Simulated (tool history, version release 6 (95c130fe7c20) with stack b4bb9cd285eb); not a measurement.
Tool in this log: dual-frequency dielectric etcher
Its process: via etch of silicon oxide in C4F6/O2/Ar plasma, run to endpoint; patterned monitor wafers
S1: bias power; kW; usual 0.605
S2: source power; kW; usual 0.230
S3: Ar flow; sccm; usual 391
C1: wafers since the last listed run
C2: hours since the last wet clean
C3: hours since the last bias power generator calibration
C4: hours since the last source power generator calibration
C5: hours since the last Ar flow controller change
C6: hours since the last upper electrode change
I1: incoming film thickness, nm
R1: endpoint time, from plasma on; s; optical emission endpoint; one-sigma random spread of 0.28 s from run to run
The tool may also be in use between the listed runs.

| run | hour | S1 | S2 | S3 | C1 | C2 | C3 | C4 | C5 | C6 | I1 | R1 |
|---|---|---|---|---|---|---|---|---|---|---|---|---|
| 1 | 0.0 | 0.605 | 0.230 | 391 | 0 | 316.2 | 1927.2 | 4426.3 | 1264.8 | 4033.6 | 127.0 | 32.5 |
| 2 | 34.8 | 0.605 | 0.230 | 391 | 267 | 351.0 | 1962.0 | 4461.1 | 1299.6 | 4068.4 | 128.2 | 33.1 |
| 3 | 50.4 | 0.605 | 0.230 | 337 | 120 | 366.6 | 1977.6 | 4476.7 | 1315.2 | 4084.0 | 127.3 | 31.9 |
| 4 | 77.8 | 0.605 | 0.230 | 337 | 210 | 394.0 | 2005.0 | 4504.1 | 1342.6 | 4111.4 | 126.7 | 31.7 |
| 5 | 109.5 | 0.605 | 0.230 | 337 | 244 | 425.7 | 2036.7 | 4535.8 | 1374.3 | 4143.1 | 128.3 | 32.3 |
|  | 141.6 | upper electrode replaced |
|  | 182.8 | Ar flow controller replaced |
| 6 | 216.0 | 0.524 | 0.230 | 391 | 588 | 532.2 | 2143.2 | 4642.3 | 33.2 | 74.4 | 127.7 | 34.8 |
| 7 | 242.5 | 0.605 | 0.250 | 470 | 203 | 558.7 | 2169.7 | 4668.8 | 59.7 | 100.9 | 128.4 | 33.4 |
| 8 | 268.0 | 0.560 | 0.280 | 420 | 196 | 584.2 | 2195.2 | 4694.3 | 85.2 | 126.4 | 126.8 | 32.4 |
|  | 297.0 | wet clean of the chamber |
| 9 | 297.7 | 0.552 | 0.290 | 350 | 43 | 0.7 | 2224.9 | 4724.0 | 114.9 | 156.1 | 126.1 | 29.4 |
| 10 | 322.9 | 0.701 | 0.230 | 391 | 193 | 25.9 | 2250.1 | 4749.2 | 140.1 | 181.3 | 127.3 | 29.8 |
| 11 | 358.0 | 0.605 | 0.230 | 417 | 270 | 61.0 | 2285.2 | 4784.3 | 175.2 | 216.4 | 126.8 | 32.0 |
| 12 | 441.2 | 0.664 | 0.270 | 447 | 640 | 144.2 | 2368.4 | 4867.5 | 258.4 | 299.6 | 127.0 | 29.2 |
| 13 | 471.2 | 0.710 | 0.200 | 324 | 230 | 174.2 | 2398.4 | 4897.5 | 288.4 | 329.6 | 128.0 | 30.5 |
|  | 491.7 | source power generator calibrated |
| 14 | 492.5 | 0.507 | 0.230 | 357 | 133 | 195.5 | 2419.7 | 0.8 | 309.7 | 350.9 | 128.3 | 34.4 |
| 15 | 510.0 | 0.605 | 0.230 | 337 | 134 | 213.0 | 2437.2 | 18.3 | 327.2 | 368.4 | 127.4 | 30.7 |
| 16 | 532.4 | 0.605 | 0.230 | 391 | 172 | 235.4 | 2459.6 | 40.7 | 349.6 | 390.8 | 127.4 | 32.0 |
|  | 557.4 | bias power generator calibrated |
| 17 | 563.4 | 0.684 | 0.230 | 391 | 207 | 266.4 | 6.0 | 71.7 | 380.6 | 421.8 | 126.6 | 30.4 |
| 18 | 577.4 | 0.605 | 0.180 | 391 | 107 | 280.4 | 20.0 | 85.7 | 394.6 | 435.8 | 126.2 | 35.3 |
| 19 | 591.4 | 0.605 | 0.230 | 391 | 107 | 294.4 | 34.0 | 99.7 | 408.6 | 449.8 | 126.8 | 32.3 |
| 20 | 624.0 | 0.487 | 0.190 | 336 | 250 | 327.0 | 66.6 | 132.3 | 441.2 | 482.4 | 127.1 | 36.8 |
| 21 | 659.7 | 0.605 | 0.230 | 391 | 274 | 362.7 | 102.3 | 168.0 | 476.9 | 518.1 | 127.7 | 32.5 |
| 22 | 693.3 | 0.744 | 0.280 | 455 | 258 | 396.3 | 135.9 | 201.6 | 510.5 | 551.7 | 127.6 | 28.2 |
| 23 | 713.9 | 0.547 | 0.290 | 391 | 158 | 416.9 | 156.5 | 222.2 | 531.1 | 572.3 | 128.1 | 31.9 |
| 24 | 736.7 | 0.605 | 0.260 | 416 | 175 | 439.7 | 179.3 | 245.0 | 553.9 | 595.1 | 127.8 | 31.4 |
| 25 | 767.6 | 0.605 | 0.230 | 475 | 237 | 470.6 | 210.2 | 275.9 | 584.8 | 626.0 | 127.4 | 33.8 |
| 26 | 786.4 | 0.605 | 0.250 | 391 | 144 | 489.4 | 229.0 | 294.7 | 603.6 | 644.8 | 127.8 | 31.6 |
| 27 | 815.1 | 0.605 | 0.230 | 391 | 220 | 518.1 | 257.7 | 323.4 | 632.3 | 673.5 | 126.8 | 32.9 |
| 28 | 879.1 | 0.605 | 0.230 | 391 | 492 | 582.1 | 321.7 | 387.4 | 696.3 | 737.5 | 125.9 | 33.0 |

What differs in the tool's unlogged condition from the final listed run ahead of each entry between runs to the first listed run following it?
In the gap between runs 5 and 6: upper electrode replaced (hour 141.6); Ar flow controller replaced (hour 182.8)
  etch rate over this chamber's usual, %: -4.04 -> -4.93
  the result without the hidden state subtracted from the measured one, R1: +1.3 -> +1.7 s
In the gap between runs 8 and 9: wet clean of the chamber (hour 297.0)
  etch rate over this chamber's usual, %: -5.36 -> -0.163
  the result without the hidden state subtracted from the measured one, R1: +1.7 -> +0.1 s
In the gap between runs 13 and 14: source power generator calibrated (hour 491.7)
  etch rate over this chamber's usual, %: -1.61 -> -1.79
  the result without the hidden state subtracted from the measured one, R1: +0.5 -> +0.6 s
In the gap between runs 16 and 17: bias power generator calibrated (hour 557.4)
  etch rate over this chamber's usual, %: -2.12 -> -2.38
  the result without the hidden state subtracted from the measured one, R1: +0.6 -> +0.7 s

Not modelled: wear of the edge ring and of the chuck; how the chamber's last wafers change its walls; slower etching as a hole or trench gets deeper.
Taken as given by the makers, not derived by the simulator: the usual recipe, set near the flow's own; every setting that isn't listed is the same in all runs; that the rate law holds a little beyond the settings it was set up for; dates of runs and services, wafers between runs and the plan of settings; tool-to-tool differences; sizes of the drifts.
